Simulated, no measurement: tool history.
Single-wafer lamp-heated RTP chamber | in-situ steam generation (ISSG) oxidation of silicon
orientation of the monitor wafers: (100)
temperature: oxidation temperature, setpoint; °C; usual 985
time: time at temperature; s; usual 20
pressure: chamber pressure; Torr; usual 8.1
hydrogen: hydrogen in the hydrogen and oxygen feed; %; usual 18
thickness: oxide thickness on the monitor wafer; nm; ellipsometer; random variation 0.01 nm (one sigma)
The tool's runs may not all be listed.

run	hour	temperature	time	pressure	hydrogen	wafers since the last listed run	wafers since the last pyrometer calibration	hours since the pressure gauge was zeroed	hours since the hydrogen flow controller was replaced	hours since the gauge calibration	read-back reference wafer on the same gauge, thickness	thickness
1	0	985	20	8.1	18	0	3757	2770.5	4428	548.6	3.904	4.48
# hour 14.6: pyrometer window cleaned and pyrometer calibrated
2	31.1	985	20	8.1	18	268	191	2801.6	4459.1	579.7	3.899	4.393
# hour 40.1: gauge calibrated
3	62.5	985	20	8.1	18	364	555	2833	4490.5	22.4	3.901	4.407
4	100.2	985	20	8.1	18	437	993	2870.7	4528.2	60.1	3.901	4.404
5	125.4	985	20	8.1	18	292	1285	2895.9	4553.4	85.3	3.9	4.409
6	163	985	20	8.1	18	436	1721	2933.5	4591	122.9	3.901	4.423
7	229.3	985	20	8.1	18	769	2490	2999.8	4657.3	189.2	3.898	4.44
8	280.4	985	20	8.1	18	592	3083	3050.9	4708.4	240.3	3.9	4.423
# hour 400.7: pyrometer window cleaned and pyrometer calibrated
# hour 442: hydrogen flow controller replaced
9	442.5	991	13	8.1	26	1695	391	3213	0.5	402.4	3.898	4.08
10	481.8	991	20	8.6	18	456	847	3252.3	39.8	441.7	3.9	4.492
11	509.9	985	20	8.1	18	326	1173	3280.4	67.9	469.8	3.901	4.389
# hour 520.8: pressure gauge zeroed
# hour 533.1: gauge calibrated
12	536.4	994	18	7.2	11	214	1388	15.6	94.4	3.3	3.899	3.888
13	560.9	974	20	7.2	18	284	1672	40.1	118.9	27.8	3.898	4.243
14	610.7	985	20	9	12	577	2250	89.9	168.7	77.6	3.902	4.041
15	678.7	985	17	8.1	11	789	3039	157.9	236.7	145.6	3.9	3.696
16	725.3	985	23	7.4	18	540	3580	204.5	283.3	192.2	3.898	4.752

3 ways to go on from here, each from the tool as it stands after run 16. What would each give?
A	725.7	985	20	8.1	18	4	3584	204.9	283.7	192.6	?	?
B	725.7	985	20	8.1	11	4	3584	204.9	283.7	192.6	?	?
C	725.7	995	20	8.1	25	4	3584	204.9	283.7	192.6	?	?

run	read-back reference wafer on the same gauge, thickness	thickness
A	3.899	4.464
B	3.899	4.013
C	3.899	5.015
Without the tool's hidden state the same runs would have given:
run	thickness
A	4.41
B	3.965
C	4.95

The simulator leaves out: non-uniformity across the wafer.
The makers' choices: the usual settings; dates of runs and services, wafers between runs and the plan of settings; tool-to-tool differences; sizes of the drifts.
